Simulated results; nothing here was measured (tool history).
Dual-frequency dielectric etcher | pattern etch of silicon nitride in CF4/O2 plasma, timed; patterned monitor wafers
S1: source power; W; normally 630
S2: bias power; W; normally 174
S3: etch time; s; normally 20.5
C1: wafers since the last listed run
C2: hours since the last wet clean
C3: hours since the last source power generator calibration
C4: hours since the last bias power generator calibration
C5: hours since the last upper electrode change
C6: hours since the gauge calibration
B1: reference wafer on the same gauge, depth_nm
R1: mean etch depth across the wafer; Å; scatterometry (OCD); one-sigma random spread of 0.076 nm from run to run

run	hour	S1	S2	S3	C1	C2	C3	C4	C5	C6	B1	R1
1	0	630	174	20.5	0	57	4245.4	3097.5	5024.7	238.7	49.7	511
2	14.3	630	174	20.5	148	71.3	4259.7	3111.8	5039	253	49.7	511
3	31.9	560	174	20.5	182	88.9	4277.3	3129.4	5056.6	270.6	49.7	464
# hour 44.4: gauge calibrated
4	44.5	540	201	20.5	130	101.5	4289.9	3142	5069.2	0.1	49.7	474
5	52.6	540	201	20.5	84	109.6	4298	3150.1	5077.3	8.2	49.7	475
6	68.3	540	201	20.5	163	125.3	4313.7	3165.8	5093	23.9	49.7	476
7	84.2	630	185	20.5	165	141.2	4329.6	3181.7	5108.9	39.8	49.7	522
8	93.1	630	185	20.5	92	150.1	4338.5	3190.6	5117.8	48.7	49.7	524
# hour 99.5: bias power generator calibrated
9	103.7	630	185	20.5	68	160.7	4349.1	4.2	5128.4	59.3	49.7	523
10	119.2	630	174	20.5	160	176.2	4364.6	19.7	5143.9	74.8	49.7	513
11	128.6	630	174	20.5	97	185.6	4374	29.1	5153.3	84.2	49.7	512
12	143.8	630	174	21.5	157	200.8	4389.2	44.3	5168.5	99.4	49.7	539
13	159.1	630	195	20.5	158	216.1	4404.5	59.6	5183.8	114.7	49.7	533
14	171.2	510	190	20.5	125	228.2	4416.6	71.7	5195.9	126.8	49.7	448
15	183.3	580	174	25.5	125	240.3	4428.7	83.8	5208	138.9	49.7	599
16	189.4	630	174	20.5	63	246.4	4434.8	89.9	5214.1	145	49.7	516
# hour 232: source power generator calibrated
17	232.5	470	174	20.5	405	289.5	0.5	133	5257.2	188.1	49.7	408
18	244.3	700	201	25	122	301.3	12.3	144.8	5269	199.9	49.7	719
19	258.9	630	194	18	151	315.9	26.9	159.4	5283.6	214.5	49.7	470
20	266.8	680	174	19	82	323.8	34.8	167.3	5291.5	222.4	49.7	511
# hour 303.3: gauge calibrated
# hour 303.8: wet clean of the chamber
# hour 305.6: upper electrode replaced
21	306.1	630	174	20.5	141	2.3	74.1	206.6	0.5	2.8	49.7	508
22	306.4	630	157	20.5	3	2.6	74.4	206.9	0.8	3.1	49.7	491
23	308.1	480	191	20.5	17	4.3	76.1	208.6	2.5	4.8	49.7	422
24	319.7	630	174	20.5	120	15.9	87.7	220.2	14.1	16.4	49.7	508
25	335.6	700	174	23	165	31.8	103.6	236.1	30	32.3	49.7	620
26	353.3	630	174	20.5	183	49.5	121.3	253.8	47.7	50	49.7	510
27	362.8	630	174	17	98	59	130.8	263.3	57.2	59.5	49.7	422
28	375.3	630	174	20.5	129	71.5	143.3	275.8	69.7	72	49.7	510
29	391.4	630	194	18	167	87.6	159.4	291.9	85.8	88.1	49.7	464
30	406.6	630	174	20.5	157	102.8	174.6	307.1	101	103.3	49.7	510

Branching from run 30: 4 alternative next runs. What would each branch give?
A	407	630	174	20.5	4	103.2	175	307.5	101.4	103.7	?	?
B	407	520	144	25.5	4	103.2	175	307.5	101.4	103.7	?	?
C	407	710	208	25	4	103.2	175	307.5	101.4	103.7	?	?
D	407	690	143	23.5	4	103.2	175	307.5	101.4	103.7	?	?

run	B1	R1
A	49.7	510
B	49.7	512
C	49.7	728
D	49.7	591
Take away the tool's hidden state, keep each run's random variation, and the runs would have read:
run	R1
A	509
B	510
C	726
D	589
